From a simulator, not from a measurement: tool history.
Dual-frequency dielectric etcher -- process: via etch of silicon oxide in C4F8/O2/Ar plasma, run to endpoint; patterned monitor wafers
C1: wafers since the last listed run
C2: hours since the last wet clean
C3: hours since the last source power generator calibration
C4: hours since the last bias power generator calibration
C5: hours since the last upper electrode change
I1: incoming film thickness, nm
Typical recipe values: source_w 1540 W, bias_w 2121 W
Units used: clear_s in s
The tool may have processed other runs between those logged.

run 1 hour=0 | source_w=1540 bias_w=2121 | C1=0 C2=396.4 C3=3764.3 C4=2197.8 C5=3425.7 | I1=2281.9 | clear_s=468.5
run 2 hour=98.5 | source_w=1540 bias_w=2121 | C1=298 C2=494.9 C3=3862.8 C4=2296.3 C5=3524.2 | I1=2267.4 | clear_s=461.9
run 3 hour=147.4 | source_w=1420 bias_w=2121 | C1=148 C2=543.8 C3=3911.7 C4=2345.2 C5=3573.1 | I1=2260.8 | clear_s=466.7
-- hour=253.7 wet clean of the chamber
run 4 hour=254.2 | source_w=1420 bias_w=2121 | C1=251 C2=0.5 C3=4018.5 C4=2452 C5=3679.9 | I1=2282 | clear_s=488.1
run 5 hour=344.1 | source_w=1420 bias_w=2121 | C1=272 C2=90.4 C3=4108.4 C4=2541.9 C5=3769.8 | I1=2279.1 | clear_s=489.8
run 6 hour=441.8 | source_w=1540 bias_w=2121 | C1=296 C2=188.1 C3=4206.1 C4=2639.6 C5=3867.5 | I1=2266.5 | clear_s=470.6
run 7 hour=542.7 | source_w=1540 bias_w=2121 | C1=305 C2=289 C3=4307 C4=2740.5 C5=3968.4 | I1=2255.2 | clear_s=461.9
run 8 hour=644.6 | source_w=1540 bias_w=2121 | C1=308 C2=390.9 C3=4408.9 C4=2842.4 C5=4070.3 | I1=2265.3 | clear_s=460
-- hour=747 wet clean of the chamber
run 9 hour=959.2 | source_w=1540 bias_w=2121 | C1=881 C2=212.2 C3=4723.5 C4=3157 C5=4384.9 | I1=2313.6 | clear_s=486.5
run 10 hour=1046 | source_w=1540 bias_w=2121 | C1=263 C2=299 C3=4810.3 C4=3243.8 C5=4471.7 | I1=2279 | clear_s=471.1
-- hour=1116.9 upper electrode replaced
run 11 hour=1148.7 | source_w=1540 bias_w=2121 | C1=238 C2=401.7 C3=4913 C4=3346.5 C5=31.8 | I1=2272.7 | clear_s=468.9
run 12 hour=1218.5 | source_w=1540 bias_w=2121 | C1=211 C2=471.5 C3=4982.8 C4=3416.3 C5=101.6 | I1=2279.7 | clear_s=467.5
-- hour=1235 source power generator calibrated
run 13 hour=1316.1 | source_w=1240 bias_w=1974 | C1=283 C2=569.1 C3=81.1 C4=3513.9 C5=199.2 | I1=2271.9 | clear_s=499.9
-- hour=1349.2 wet clean of the chamber
run 14 hour=1399.4 | source_w=1540 bias_w=1919 | C1=179 C2=50.2 C3=164.4 C4=3597.2 C5=282.5 | I1=2268.6 | clear_s=482.1
-- hour=1447.5 bias power generator calibrated
run 15 hour=1478 | source_w=1540 bias_w=2121 | C1=226 C2=128.8 C3=243 C4=30.5 C5=361.1 | I1=2273.5 | clear_s=471.8
run 16 hour=1748.9 | source_w=1540 bias_w=2121 | C1=821 C2=399.7 C3=513.9 C4=301.4 C5=632 | I1=2277 | clear_s=458.7
run 17 hour=1846.9 | source_w=1370 bias_w=1790 | C1=297 C2=497.7 C3=611.9 C4=399.4 C5=730 | I1=2258.1 | clear_s=493.5
run 18 hour=1889.5 | source_w=1430 bias_w=2480 | C1=129 C2=540.3 C3=654.5 C4=442 C5=772.6 | I1=2266.3 | clear_s=437.6
run 19 hour=1943.1 | source_w=1380 bias_w=2477 | C1=162 C2=593.9 C3=708.1 C4=495.6 C5=826.2 | I1=2272.7 | clear_s=446.9
-- hour=1995.3 wet clean of the chamber
run 20 hour=2001.5 | source_w=1320 bias_w=1710 | C1=104 C2=6.2 C3=766.5 C4=554 C5=884.6 | I1=2276.3 | clear_s=538.1

Some steps in clear_s between neighbouring runs. How much of each would the tool show without its hidden state too (settings, what came in, random variation), and how much is left for the hidden state, with any gauge scatter that isn't in both results?
Hidden state at play: etch rate over this chamber's usual, %; source power that arrives over what is set, %; bias power that arrives over what is set, %.
Run 3 -> 4: wet clean of the chamber. clear_s +21.4 s: hidden state +16.5, all else +4.9.
Run 17 -> 18: source_w 1370 -> 1430, bias_w 1790 -> 2480. clear_s -55.9 s: hidden state +1.2, all else -57.1.
Run 19 -> 20: source_w 1380 -> 1320, bias_w 2477 -> 1710, wet clean of the chamber. clear_s +91.2 s: hidden state +24.1, all else +67.1.
